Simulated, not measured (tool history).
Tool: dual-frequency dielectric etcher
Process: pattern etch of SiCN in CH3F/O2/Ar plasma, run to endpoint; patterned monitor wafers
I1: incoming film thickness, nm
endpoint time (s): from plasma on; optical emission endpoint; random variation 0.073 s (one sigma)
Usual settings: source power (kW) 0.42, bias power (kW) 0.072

run 1 hour=0 | source_power_(kW)=0.42 bias_power_(kW)=0.072 | I1=7.28 | endpoint_time_(s)=20.3
run 2 hour=9.7 | source_power_(kW)=0.42 bias_power_(kW)=0.072 | I1=7.28 | endpoint_time_(s)=20.2
run 3 hour=16.2 | source_power_(kW)=0.42 bias_power_(kW)=0.072 | I1=7.32 | endpoint_time_(s)=20.4
run 4 hour=30.3 | source_power_(kW)=0.42 bias_power_(kW)=0.072 | I1=7.25 | endpoint_time_(s)=20.2
run 5 hour=39.5 | source_power_(kW)=0.42 bias_power_(kW)=0.072 | I1=7.19 | endpoint_time_(s)=20.1
run 6 hour=47.9 | source_power_(kW)=0.42 bias_power_(kW)=0.072 | I1=7.3 | endpoint_time_(s)=20.4
run 7 hour=55.1 | source_power_(kW)=0.42 bias_power_(kW)=0.072 | I1=7.36 | endpoint_time_(s)=20.5
run 8 hour=65.6 | source_power_(kW)=0.42 bias_power_(kW)=0.072 | I1=7.27 | endpoint_time_(s)=20.2
-- hour=70.5 bias power generator calibrated
run 9 hour=80.4 | source_power_(kW)=0.42 bias_power_(kW)=0.072 | I1=7.38 | endpoint_time_(s)=20.4
-- hour=90.4 source power generator calibrated
run 10 hour=95.2 | source_power_(kW)=0.42 bias_power_(kW)=0.072 | I1=7.32 | endpoint_time_(s)=20.4
run 11 hour=101.3 | source_power_(kW)=0.42 bias_power_(kW)=0.072 | I1=7.33 | endpoint_time_(s)=20.4
run 12 hour=111.3 | source_power_(kW)=0.42 bias_power_(kW)=0.072 | I1=7.35 | endpoint_time_(s)=20.5
-- hour=139.5 upper electrode replaced
-- hour=156.3 wet clean of the chamber
run 13 hour=156.8 | source_power_(kW)=0.42 bias_power_(kW)=0.072 | I1=7.32 | endpoint_time_(s)=20.4
run 14 hour=157.1 | source_power_(kW)=0.42 bias_power_(kW)=0.072 | I1=7.25 | endpoint_time_(s)=20
run 15 hour=157.4 | source_power_(kW)=0.42 bias_power_(kW)=0.072 | I1=7.33 | endpoint_time_(s)=20.4
run 16 hour=157.8 | source_power_(kW)=0.42 bias_power_(kW)=0.072 | I1=7.32 | endpoint_time_(s)=20.4
run 17 hour=164.6 | source_power_(kW)=0.42 bias_power_(kW)=0.072 | I1=7.32 | endpoint_time_(s)=20.3
run 18 hour=174.2 | source_power_(kW)=0.39 bias_power_(kW)=0.059 | I1=7.32 | endpoint_time_(s)=23.3
run 19 hour=181.1 | source_power_(kW)=0.36 bias_power_(kW)=0.06 | I1=7.41 | endpoint_time_(s)=24.5
run 20 hour=195.4 | source_power_(kW)=0.42 bias_power_(kW)=0.088 | I1=7.21 | endpoint_time_(s)=18.3
run 21 hour=212.7 | source_power_(kW)=0.42 bias_power_(kW)=0.063 | I1=7.41 | endpoint_time_(s)=22
run 22 hour=224.6 | source_power_(kW)=0.42 bias_power_(kW)=0.072 | I1=7.26 | endpoint_time_(s)=20.2
run 23 hour=234.6 | source_power_(kW)=0.48 bias_power_(kW)=0.057 | I1=7.26 | endpoint_time_(s)=20.8
run 24 hour=245.1 | source_power_(kW)=0.39 bias_power_(kW)=0.088 | I1=7.33 | endpoint_time_(s)=19.5
run 25 hour=253.6 | source_power_(kW)=0.42 bias_power_(kW)=0.072 | I1=7.25 | endpoint_time_(s)=20.2
run 26 hour=259.9 | source_power_(kW)=0.39 bias_power_(kW)=0.079 | I1=7.38 | endpoint_time_(s)=20.6
run 27 hour=277.7 | source_power_(kW)=0.42 bias_power_(kW)=0.067 | I1=7.3 | endpoint_time_(s)=21
run 28 hour=291.1 | source_power_(kW)=0.47 bias_power_(kW)=0.062 | I1=7.25 | endpoint_time_(s)=20.4
run 29 hour=301.6 | source_power_(kW)=0.52 bias_power_(kW)=0.072 | I1=7.26 | endpoint_time_(s)=18
run 30 hour=310.2 | source_power_(kW)=0.42 bias_power_(kW)=0.072 | I1=7.3 | endpoint_time_(s)=20.3
run 31 hour=321.5 | source_power_(kW)=0.42 bias_power_(kW)=0.06 | I1=7.32 | endpoint_time_(s)=22.1
run 32 hour=334.2 | source_power_(kW)=0.42 bias_power_(kW)=0.072 | I1=7.29 | endpoint_time_(s)=20.3
run 33 hour=342 | source_power_(kW)=0.34 bias_power_(kW)=0.072 | I1=7.35 | endpoint_time_(s)=23.4
run 34 hour=357.7 | source_power_(kW)=0.49 bias_power_(kW)=0.072 | I1=7.26 | endpoint_time_(s)=18.5
run 35 hour=364.5 | source_power_(kW)=0.5 bias_power_(kW)=0.084 | I1=7.33 | endpoint_time_(s)=17.3
run 36 hour=374.7 | source_power_(kW)=0.35 bias_power_(kW)=0.081 | I1=7.3 | endpoint_time_(s)=21.4
run 37 hour=381.2 | source_power_(kW)=0.45 bias_power_(kW)=0.077 | I1=7.27 | endpoint_time_(s)=19

Forecast each of these 3 alternatives for the next run:
run A hour=381.6 | source_power_(kW)=0.42 bias_power_(kW)=0.085 | I1=7.31 | endpoint_time_(s)=?
run B hour=381.6 | source_power_(kW)=0.33 bias_power_(kW)=0.054 | I1=7.31 | endpoint_time_(s)=?
run C hour=381.6 | source_power_(kW)=0.42 bias_power_(kW)=0.059 | I1=7.31 | endpoint_time_(s)=?

run=A endpoint_time_(s)=19
run=B endpoint_time_(s)=27.1
run=C endpoint_time_(s)=22.4
Without the tool's hidden state the same runs would have given:
run=A endpoint_time_(s)=19
run=B endpoint_time_(s)=27.1
run=C endpoint_time_(s)=22.4

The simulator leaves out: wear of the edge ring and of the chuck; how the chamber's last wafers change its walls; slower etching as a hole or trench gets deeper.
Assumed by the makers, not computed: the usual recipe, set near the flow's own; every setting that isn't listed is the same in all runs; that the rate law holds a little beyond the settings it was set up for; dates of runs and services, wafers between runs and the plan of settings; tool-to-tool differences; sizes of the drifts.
